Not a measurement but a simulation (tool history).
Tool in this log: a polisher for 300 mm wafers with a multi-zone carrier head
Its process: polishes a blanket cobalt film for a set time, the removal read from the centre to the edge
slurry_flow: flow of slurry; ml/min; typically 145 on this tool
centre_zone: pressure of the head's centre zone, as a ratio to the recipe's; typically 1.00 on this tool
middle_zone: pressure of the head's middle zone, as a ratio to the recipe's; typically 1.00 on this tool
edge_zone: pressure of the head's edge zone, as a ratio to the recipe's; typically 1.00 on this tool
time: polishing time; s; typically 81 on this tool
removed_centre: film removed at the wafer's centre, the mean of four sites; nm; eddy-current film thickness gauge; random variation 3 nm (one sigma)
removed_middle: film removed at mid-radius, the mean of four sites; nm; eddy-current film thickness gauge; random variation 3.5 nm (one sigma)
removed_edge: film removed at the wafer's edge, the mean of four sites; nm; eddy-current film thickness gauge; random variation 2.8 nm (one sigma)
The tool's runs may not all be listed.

run	hour	slurry_flow	centre_zone	middle_zone	edge_zone	time	wafers since the last listed run	wafers polished on this pad	hours since the slurry nozzle was cleaned	hours since the centre zone pressure was calibrated	hours since the edge zone pressure was calibrated	hours since the carrier head's membrane was replaced	incoming thickness of the incoming film, nm	removed_centre	removed_middle	removed_edge
1	0.0	145	1.00	1.07	1.00	81	0	723	169.8	303.0	268.5	163.9	1478.6	334.1	344.0	341.2
2	54.1	145	1.00	1.07	1.00	81	581	1305	223.9	357.1	322.6	218.0	1461.1	332.4	341.2	343.6
# hour 102.6: slurry nozzle cleaned
3	135.4	145	1.00	1.00	1.08	81	863	2168	32.8	438.4	403.9	299.3	1468.4	347.1	336.8	362.8
4	198.0	145	1.00	1.00	1.00	81	672	2841	95.4	501.0	466.5	361.9	1447.4	341.2	324.3	350.7
# hour 217.9: worn pad replaced by a new one
# hour 369.8: slurry nozzle cleaned
# hour 489.6: worn pad replaced by a new one
# hour 515.2: centre zone pressure recalibrated
5	517.8	145	1.00	1.00	1.00	81	3319	282	148.0	2.6	786.3	681.7	1503.0	337.0	327.7	347.9
6	618.7	145	1.00	1.00	1.00	81	1084	1366	248.9	103.5	887.2	782.6	1445.3	332.8	323.3	344.0
# hour 638.3: slurry nozzle cleaned
7	702.6	145	1.00	1.00	1.00	73	891	2257	64.3	187.4	971.1	866.5	1474.5	308.2	298.4	312.1
# hour 722.4: edge zone pressure recalibrated
# hour 739.2: worn pad replaced by a new one
8	774.6	105	1.00	1.05	1.00	94	709	380	136.3	259.4	52.2	938.5	1482.1	354.3	366.6	377.5
9	843.6	125	1.09	1.00	0.92	81	741	1121	205.3	328.4	121.2	1007.5	1472.6	347.5	310.6	323.3
10	906.4	145	1.12	1.00	1.00	81	675	1797	268.1	391.2	184.0	1070.3	1475.8	362.2	318.1	343.0
11	949.6	145	1.08	1.00	0.91	81	464	2261	311.3	434.4	227.2	1113.5	1488.6	358.0	324.0	331.1
# hour 953.9: slurry nozzle cleaned
# hour 1025.5: worn pad replaced by a new one
# hour 1063.9: carrier head's membrane replaced by a new one
12	1145.9	115	1.08	1.00	1.00	103	2002	1240	192.0	630.7	423.5	82.0	1481.1	437.2	384.2	420.9
13	1190.9	130	1.00	1.00	1.12	81	483	1724	237.0	675.7	468.5	127.0	1487.6	336.3	318.5	355.1
# hour 1204.1: slurry nozzle cleaned
14	1231.9	145	1.00	1.00	1.00	81	430	2154	27.8	716.7	509.5	168.0	1465.2	359.9	332.8	351.9
# hour 1263.0: worn pad replaced by a new one
15	1335.4	145	1.10	1.00	1.00	60	1069	778	131.3	820.2	613.0	271.5	1457.1	285.5	243.6	254.7

What differs in the tool's unlogged condition from the final listed run ahead of each entry between runs to the first listed run following it?
Between runs 2 and 3: slurry nozzle cleaned (hour 102.6)
  slurry flow missing at the pad, %: 24.2 -> 9.27; deviation of the centre zone's pressure from its setpoint, %: 1.01 -> 1.59
  difference, measured minus the result without the unlogged condition, removed_centre: -17.6 -> -1.8 nm; removed_middle: -18.9 -> -6.0 nm; removed_edge: -13.4 -> -4.6 nm
Between runs 4 and 5: worn pad replaced by a new one (hour 217.9); slurry nozzle cleaned (hour 369.8); worn pad replaced by a new one (hour 489.6); centre zone pressure recalibrated (hour 515.2)
  slurry flow missing at the pad, %: 18 -> 20.8; deviation of the centre zone's pressure from its setpoint, %: 2.11 -> -0.5
  difference, measured minus the result without the unlogged condition, removed_centre: -7.9 -> -19.1 nm; removed_middle: -12.5 -> -14.9 nm; removed_edge: -9.5 -> -11.2 nm
Between runs 6 and 7: slurry nozzle cleaned (hour 638.3)
  slurry flow missing at the pad, %: 24.3 -> 15.6; deviation of the centre zone's pressure from its setpoint, %: -0.405 -> -0.189
  difference, measured minus the result without the unlogged condition, removed_centre: -22.5 -> -11.7 nm; removed_middle: -18.0 -> -9.6 nm; removed_edge: -13.4 -> -7.1 nm
Between runs 7 and 8: edge zone pressure recalibrated (hour 722.4); worn pad replaced by a new one (hour 739.2)
  slurry flow missing at the pad, %: 15.6 -> 22.5; deviation of the centre zone's pressure from its setpoint, %: -0.189 -> 0.096
  difference, measured minus the result without the unlogged condition, removed_centre: -11.7 -> -26.7 nm; removed_middle: -9.6 -> -24.2 nm; removed_edge: -7.1 -> -16.6 nm
Between runs 11 and 12: slurry nozzle cleaned (hour 953.9); worn pad replaced by a new one (hour 1025.5); carrier head's membrane replaced by a new one (hour 1063.9)
  slurry flow missing at the pad, %: 27.7 -> 23.5; deviation of the centre zone's pressure from its setpoint, %: 1.17 -> 3.02
  difference, measured minus the result without the unlogged condition, removed_centre: -22.8 -> -19.7 nm; removed_middle: -21.4 -> -25.1 nm; removed_edge: -15.3 -> -18.5 nm
Between runs 13 and 14: slurry nozzle cleaned (hour 1204.1)
  slurry flow missing at the pad, %: 24.8 -> 7.93; deviation of the centre zone's pressure from its setpoint, %: 3.54 -> 4.05
  difference, measured minus the result without the unlogged condition, removed_centre: -12.5 -> +7.4 nm; removed_middle: -20.0 -> -5.1 nm; removed_edge: -15.4 -> -3.8 nm
Between runs 14 and 15: worn pad replaced by a new one (hour 1263.0)
  slurry flow missing at the pad, %: 7.93 -> 20.6; deviation of the centre zone's pressure from its setpoint, %: 4.05 -> 5.46
  difference, measured minus the result without the unlogged condition, removed_centre: +7.4 -> -0.1 nm; removed_middle: -5.1 -> -11.1 nm; removed_edge: -3.8 -> -8.1 nm

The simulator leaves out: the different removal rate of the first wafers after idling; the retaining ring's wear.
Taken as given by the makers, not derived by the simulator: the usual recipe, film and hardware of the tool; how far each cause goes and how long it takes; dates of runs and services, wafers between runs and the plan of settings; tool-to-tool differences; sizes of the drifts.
